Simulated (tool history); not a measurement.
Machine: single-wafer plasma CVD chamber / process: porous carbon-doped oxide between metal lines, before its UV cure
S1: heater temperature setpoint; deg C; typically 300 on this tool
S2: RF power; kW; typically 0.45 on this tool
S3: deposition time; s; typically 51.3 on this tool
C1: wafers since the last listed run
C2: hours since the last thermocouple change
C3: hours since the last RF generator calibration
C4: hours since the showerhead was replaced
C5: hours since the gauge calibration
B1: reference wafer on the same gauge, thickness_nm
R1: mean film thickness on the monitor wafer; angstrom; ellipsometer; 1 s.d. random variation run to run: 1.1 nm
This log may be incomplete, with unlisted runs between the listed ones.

run 1 hour=0 | S1=300 S2=0.45 S3=58.6 | C1=0 C2=178.9 C3=350.4 C4=4766.1 C5=2261.1 | B1=273.472 | R1=3044.93
run 2 hour=69.9 | S1=300 S2=0.45 S3=58.6 | C1=1272 C2=248.8 C3=420.3 C4=4836 C5=2331 | B1=273.341 | R1=3017.37
run 3 hour=120.9 | S1=300 S2=0.45 S3=43.4 | C1=928 C2=299.8 C3=471.3 C4=4887 C5=2382 | B1=272.814 | R1=2259.08
run 4 hour=166.7 | S1=300 S2=0.45 S3=43.4 | C1=833 C2=345.6 C3=517.1 C4=4932.8 C5=2427.8 | B1=273.72 | R1=2271.33
run 5 hour=202.3 | S1=312 S2=0.45 S3=53.6 | C1=648 C2=381.2 C3=552.7 C4=4968.4 C5=2463.4 | B1=272.786 | R1=2563.93
run 6 hour=244.4 | S1=300 S2=0.45 S3=51.3 | C1=766 C2=423.3 C3=594.8 C4=5010.5 C5=2505.5 | B1=273.178 | R1=2649.66
run 7 hour=275.1 | S1=300 S2=0.45 S3=51.3 | C1=558 C2=454 C3=625.5 C4=5041.2 C5=2536.2 | B1=273.391 | R1=2658.25
run 8 hour=308.3 | S1=300 S2=0.45 S3=51.3 | C1=604 C2=487.2 C3=658.7 C4=5074.4 C5=2569.4 | B1=272.716 | R1=2656.37
run 9 hour=376.6 | S1=300 S2=0.45 S3=51.3 | C1=1243 C2=555.5 C3=727 C4=5142.7 C5=2637.7 | B1=273.397 | R1=2675.46
run 10 hour=419.5 | S1=300 S2=0.45 S3=51.3 | C1=781 C2=598.4 C3=769.9 C4=5185.6 C5=2680.6 | B1=273.285 | R1=2666.46
run 11 hour=477.6 | S1=300 S2=0.45 S3=51.3 | C1=1057 C2=656.5 C3=828 C4=5243.7 C5=2738.7 | B1=273.167 | R1=2656.82
run 12 hour=526.3 | S1=300 S2=0.45 S3=51.3 | C1=886 C2=705.2 C3=876.7 C4=5292.4 C5=2787.4 | B1=273.047 | R1=2668.06
run 13 hour=569.3 | S1=300 S2=0.45 S3=51.3 | C1=782 C2=748.2 C3=919.7 C4=5335.4 C5=2830.4 | B1=272.557 | R1=2651.64
-- hour=577.1 gauge calibrated
run 14 hour=638.8 | S1=300 S2=0.45 S3=51.3 | C1=1265 C2=817.7 C3=989.2 C4=5404.9 C5=61.7 | B1=273.187 | R1=2656.57
run 15 hour=693.5 | S1=300 S2=0.45 S3=51.3 | C1=995 C2=872.4 C3=1043.9 C4=5459.6 C5=116.4 | B1=273.039 | R1=2670.82
run 16 hour=751.1 | S1=296 S2=0.4 S3=44.3 | C1=1048 C2=930 C3=1101.5 C4=5517.2 C5=174 | B1=273.434 | R1=2170.5
run 17 hour=809.8 | S1=300 S2=0.45 S3=51.3 | C1=1068 C2=988.7 C3=1160.2 C4=5575.9 C5=232.7 | B1=272.826 | R1=2659.4
-- hour=820 RF generator calibrated
run 18 hour=875.9 | S1=313 S2=0.475 S3=42.6 | C1=1057 C2=1054.8 C3=55.9 C4=5642 C5=298.8 | B1=272.787 | R1=2127.43
run 19 hour=1051.2 | S1=310 S2=0.48 S3=56.3 | C1=3191 C2=1230.1 C3=231.2 C4=5817.3 C5=474.1 | B1=273.606 | R1=2864.99
-- hour=1068.5 thermocouple changed; heater temperature recalibrated
-- hour=1116.5 showerhead replaced
run 20 hour=1117 | S1=311 S2=0.485 S3=42.7 | C1=906 C2=48.5 C3=297 C4=0.5 C5=539.9 | B1=272.458 | R1=2163.29

The next listed run, before its measurement:
run 21 hour=1166.9 | S1=300 S2=0.45 S3=41.6 | C1=908 C2=98.4 C3=346.9 C4=50.4 C5=589.8 | B1=? | R1=?

B1: 272.666
R1: 2171.95 angstrom
Without the tool's hidden state the same run would have given R1 2171.95 angstrom.
